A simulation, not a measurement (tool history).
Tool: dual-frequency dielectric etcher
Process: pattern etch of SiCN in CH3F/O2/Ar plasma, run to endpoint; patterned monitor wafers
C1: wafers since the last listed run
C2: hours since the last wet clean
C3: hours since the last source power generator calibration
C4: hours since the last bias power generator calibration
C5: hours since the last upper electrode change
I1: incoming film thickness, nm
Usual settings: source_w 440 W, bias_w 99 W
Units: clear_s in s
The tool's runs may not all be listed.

{"run": 1, "day": 0.0, "source_w": 440, "bias_w": 99, "C1": 0, "C2": 331.9, "C3": 2951.0, "C4": 3470.0, "C5": 2688.8, "I1": 9.75, "clear_s": 22.8}
{"run": 2, "day": 1.383, "source_w": 440, "bias_w": 99, "C1": 455, "C2": 365.1, "C3": 2984.2, "C4": 3503.2, "C5": 2722.0, "I1": 9.7, "clear_s": 22.6}
{"run": 3, "day": 2.088, "source_w": 440, "bias_w": 99, "C1": 231, "C2": 382.0, "C3": 3001.1, "C4": 3520.1, "C5": 2738.9, "I1": 9.65, "clear_s": 22.6}
{"run": 4, "day": 2.946, "source_w": 440, "bias_w": 99, "C1": 282, "C2": 402.6, "C3": 3021.7, "C4": 3540.7, "C5": 2759.5, "I1": 9.78, "clear_s": 22.8}
{"run": 5, "day": 7.179, "source_w": 440, "bias_w": 99, "C1": 1393, "C2": 504.2, "C3": 3123.3, "C4": 3642.3, "C5": 2861.1, "I1": 9.66, "clear_s": 22.2}
{"day": 8.983, "done": "upper electrode replaced, of another model than before"}
{"run": 6, "day": 9.004, "source_w": 440, "bias_w": 99, "C1": 271, "C2": 548.0, "C3": 3167.1, "C4": 3686.1, "C5": 0.5, "I1": 9.76, "clear_s": 22.6}
{"run": 7, "day": 9.446, "source_w": 440, "bias_w": 99, "C1": 145, "C2": 558.6, "C3": 3177.7, "C4": 3696.7, "C5": 11.1, "I1": 9.7, "clear_s": 22.2}
{"run": 8, "day": 10.025, "source_w": 440, "bias_w": 99, "C1": 190, "C2": 572.5, "C3": 3191.6, "C4": 3710.6, "C5": 25.0, "I1": 9.71, "clear_s": 22.3}
{"run": 9, "day": 11.054, "source_w": 440, "bias_w": 86, "C1": 338, "C2": 597.2, "C3": 3216.3, "C4": 3735.3, "C5": 49.7, "I1": 9.73, "clear_s": 23.0}
{"run": 10, "day": 12.408, "source_w": 440, "bias_w": 99, "C1": 445, "C2": 629.7, "C3": 3248.8, "C4": 3767.8, "C5": 82.2, "I1": 9.82, "clear_s": 22.5}
{"day": 12.7, "done": "source power generator calibrated"}
{"run": 11, "day": 13.371, "source_w": 350, "bias_w": 85, "C1": 261, "C2": 652.8, "C3": 16.1, "C4": 3790.9, "C5": 105.3, "I1": 9.62, "clear_s": 25.7}
{"day": 14.246, "done": "bias power generator calibrated"}
{"day": 14.696, "done": "wet clean of the chamber"}
{"run": 12, "day": 14.717, "source_w": 410, "bias_w": 107, "C1": 239, "C2": 0.5, "C3": 48.4, "C4": 11.3, "C5": 137.6, "I1": 9.74, "clear_s": 23.9}
{"run": 13, "day": 17.521, "source_w": 350, "bias_w": 76, "C1": 923, "C2": 67.8, "C3": 115.7, "C4": 78.6, "C5": 204.9, "I1": 9.69, "clear_s": 27.8}
{"run": 14, "day": 18.946, "source_w": 370, "bias_w": 99, "C1": 469, "C2": 102.0, "C3": 149.9, "C4": 112.8, "C5": 239.1, "I1": 9.73, "clear_s": 25.5}

Forecast each of these 4 alternatives for the next run:
{"run": "A", "day": 18.962, "source_w": 440, "bias_w": 118, "C1": 5, "C2": 102.4, "C3": 150.3, "C4": 113.2, "C5": 239.5, "I1": 9.72, "clear_s": "?"}
{"run": "B", "day": 18.962, "source_w": 500, "bias_w": 99, "C1": 5, "C2": 102.4, "C3": 150.3, "C4": 113.2, "C5": 239.5, "I1": 9.72, "clear_s": "?"}
{"run": "C", "day": 18.962, "source_w": 440, "bias_w": 74, "C1": 5, "C2": 102.4, "C3": 150.3, "C4": 113.2, "C5": 239.5, "I1": 9.72, "clear_s": "?"}
{"run": "D", "day": 18.962, "source_w": 330, "bias_w": 99, "C1": 5, "C2": 102.4, "C3": 150.3, "C4": 113.2, "C5": 239.5, "I1": 9.72, "clear_s": "?"}

run=A clear_s=22.3
run=B clear_s=22.0
run=C clear_s=25.0
run=D clear_s=27.0
Without the tool's hidden state the same runs would have given:
run=A clear_s=22.4
run=B clear_s=22.1
run=C clear_s=25.0
run=D clear_s=27.1

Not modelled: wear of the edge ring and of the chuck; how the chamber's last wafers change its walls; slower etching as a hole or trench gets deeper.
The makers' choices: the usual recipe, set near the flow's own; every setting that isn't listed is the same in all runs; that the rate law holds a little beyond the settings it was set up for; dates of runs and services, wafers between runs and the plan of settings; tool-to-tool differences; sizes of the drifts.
